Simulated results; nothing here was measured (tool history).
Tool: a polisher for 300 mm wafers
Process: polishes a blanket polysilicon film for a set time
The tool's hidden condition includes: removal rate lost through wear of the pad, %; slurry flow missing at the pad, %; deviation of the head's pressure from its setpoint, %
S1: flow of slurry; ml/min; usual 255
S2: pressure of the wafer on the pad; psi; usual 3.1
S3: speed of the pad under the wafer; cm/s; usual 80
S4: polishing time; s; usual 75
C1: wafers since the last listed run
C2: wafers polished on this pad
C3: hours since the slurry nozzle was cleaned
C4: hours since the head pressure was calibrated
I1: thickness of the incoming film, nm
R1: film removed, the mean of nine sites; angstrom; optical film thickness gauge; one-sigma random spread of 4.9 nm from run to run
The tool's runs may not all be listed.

run 1 hour=0.0 | S1=235 S2=3.1 S3=80 S4=75 | C1=0 C2=680 C3=256.6 C4=986.9 | I1=1670.5 | R1=6053
run 2 hour=49.5 | S1=235 S2=3.1 S3=80 S4=75 | C1=598 C2=1278 C3=306.1 C4=1036.4 | I1=1657.0 | R1=6099
run 3 hour=100.9 | S1=235 S2=3.1 S3=80 S4=75 | C1=621 C2=1900 C3=357.5 C4=1087.8 | I1=1655.7 | R1=5966
run 4 hour=166.7 | S1=255 S2=2.9 S3=80 S4=75 | C1=795 C2=2696 C3=423.3 C4=1153.6 | I1=1652.8 | R1=5719
-- hour=179.4 worn pad replaced by a new one
run 5 hour=191.6 | S1=255 S2=3.1 S3=80 S4=75 | C1=252 C2=147 C3=448.2 C4=1178.5 | I1=1642.5 | R1=6029
run 6 hour=223.6 | S1=255 S2=3.1 S3=80 S4=75 | C1=387 C2=534 C3=480.2 C4=1210.5 | I1=1679.3 | R1=5947
run 7 hour=253.2 | S1=255 S2=3.5 S3=80 S4=75 | C1=358 C2=892 C3=509.8 C4=1240.1 | I1=1670.4 | R1=6409
-- hour=255.8 slurry nozzle cleaned
run 8 hour=304.0 | S1=255 S2=3.1 S3=80 S4=93 | C1=602 C2=1495 C3=48.2 C4=1290.9 | I1=1661.4 | R1=7808
run 9 hour=339.0 | S1=255 S2=3.1 S3=80 S4=93 | C1=423 C2=1918 C3=83.2 C4=1325.9 | I1=1685.1 | R1=7759
-- hour=379.0 worn pad replaced by a new one
run 10 hour=381.6 | S1=275 S2=3.1 S3=80 S4=75 | C1=466 C2=31 C3=125.8 C4=1368.5 | I1=1677.1 | R1=6290
-- hour=426.0 head pressure recalibrated
run 11 hour=440.1 | S1=275 S2=3.1 S3=80 S4=75 | C1=683 C2=715 C3=184.3 C4=14.1 | I1=1657.1 | R1=6324
run 12 hour=467.5 | S1=255 S2=3.1 S3=80 S4=75 | C1=331 C2=1046 C3=211.7 C4=41.5 | I1=1657.1 | R1=6232
run 13 hour=509.5 | S1=255 S2=3.1 S3=80 S4=75 | C1=508 C2=1554 C3=253.7 C4=83.5 | I1=1675.5 | R1=6199
run 14 hour=541.6 | S1=255 S2=3.1 S3=80 S4=75 | C1=388 C2=1943 C3=285.8 C4=115.6 | I1=1677.4 | R1=6053
-- hour=582.4 worn pad replaced by a new one
run 15 hour=582.9 | S1=295 S2=2.6 S3=80 S4=75 | C1=451 C2=5 C3=327.1 C4=156.9 | I1=1693.8 | R1=5543
run 16 hour=621.6 | S1=230 S2=3.9 S3=92 S4=87 | C1=468 C2=473 C3=365.8 C4=195.6 | I1=1672.9 | R1=9129
run 17 hour=656.4 | S1=255 S2=2.7 S3=92 S4=60 | C1=420 C2=894 C3=400.6 C4=230.4 | I1=1650.3 | R1=4985
-- hour=685.3 slurry nozzle cleaned
run 18 hour=704.7 | S1=255 S2=3.1 S3=62 S4=66 | C1=572 C2=1466 C3=19.4 C4=278.7 | I1=1701.8 | R1=4461
run 19 hour=753.7 | S1=275 S2=3.1 S3=80 S4=75 | C1=592 C2=2059 C3=68.4 C4=327.7 | I1=1683.2 | R1=6328
run 20 hour=803.1 | S1=285 S2=3.5 S3=66 S4=75 | C1=597 C2=2657 C3=117.8 C4=377.1 | I1=1676.0 | R1=5781
run 21 hour=833.6 | S1=190 S2=3.1 S3=80 S4=75 | C1=368 C2=3026 C3=148.3 C4=407.6 | I1=1664.8 | R1=6021
-- hour=850.4 worn pad replaced by a new one, of another model than before
run 22 hour=881.9 | S1=200 S2=3.1 S3=80 S4=100 | C1=535 C2=380 C3=196.6 C4=455.9 | I1=1668.1 | R1=8287
run 23 hour=947.4 | S1=255 S2=2.2 S3=88 S4=75 | C1=792 C2=1172 C3=262.1 C4=521.4 | I1=1658.5 | R1=5702
run 24 hour=983.5 | S1=255 S2=3.1 S3=80 S4=75 | C1=436 C2=1609 C3=298.2 C4=557.5 | I1=1685.5 | R1=6224
run 25 hour=1021.2 | S1=255 S2=2.2 S3=58 S4=75 | C1=456 C2=2065 C3=335.9 C4=595.2 | I1=1662.7 | R1=4250
run 26 hour=1066.0 | S1=295 S2=2.6 S3=80 S4=75 | C1=541 C2=2607 C3=380.7 C4=640.0 | I1=1680.6 | R1=5790
-- hour=1116.9 worn pad replaced by a new one
run 27 hour=1127.9 | S1=210 S2=4.0 S3=88 S4=75 | C1=700 C2=132 C3=442.6 C4=701.9 | I1=1681.8 | R1=7541
run 28 hour=1167.9 | S1=255 S2=2.8 S3=70 S4=100 | C1=483 C2=616 C3=482.6 C4=741.9 | I1=1673.0 | R1=7146

3 ways to go on from here, each from the tool as it stands after run 28. What would each give?
run A hour=1168.3 | S1=255 S2=3.1 S3=80 S4=75 | C1=4 C2=621 C3=483.0 C4=742.3 | I1=1680.1 | R1=?
run B hour=1168.3 | S1=190 S2=3.1 S3=80 S4=62 | C1=4 C2=621 C3=483.0 C4=742.3 | I1=1680.1 | R1=?
run C hour=1168.3 | S1=210 S2=2.3 S3=92 S4=75 | C1=4 C2=621 C3=483.0 C4=742.3 | I1=1680.1 | R1=?

run=A R1=6204
run=B R1=5014
run=C R1=5854
Stripped of hidden state, with their random variation kept, the same runs would have yielded:
run=A R1=6385
run=B R1=5184
run=C R1=6043

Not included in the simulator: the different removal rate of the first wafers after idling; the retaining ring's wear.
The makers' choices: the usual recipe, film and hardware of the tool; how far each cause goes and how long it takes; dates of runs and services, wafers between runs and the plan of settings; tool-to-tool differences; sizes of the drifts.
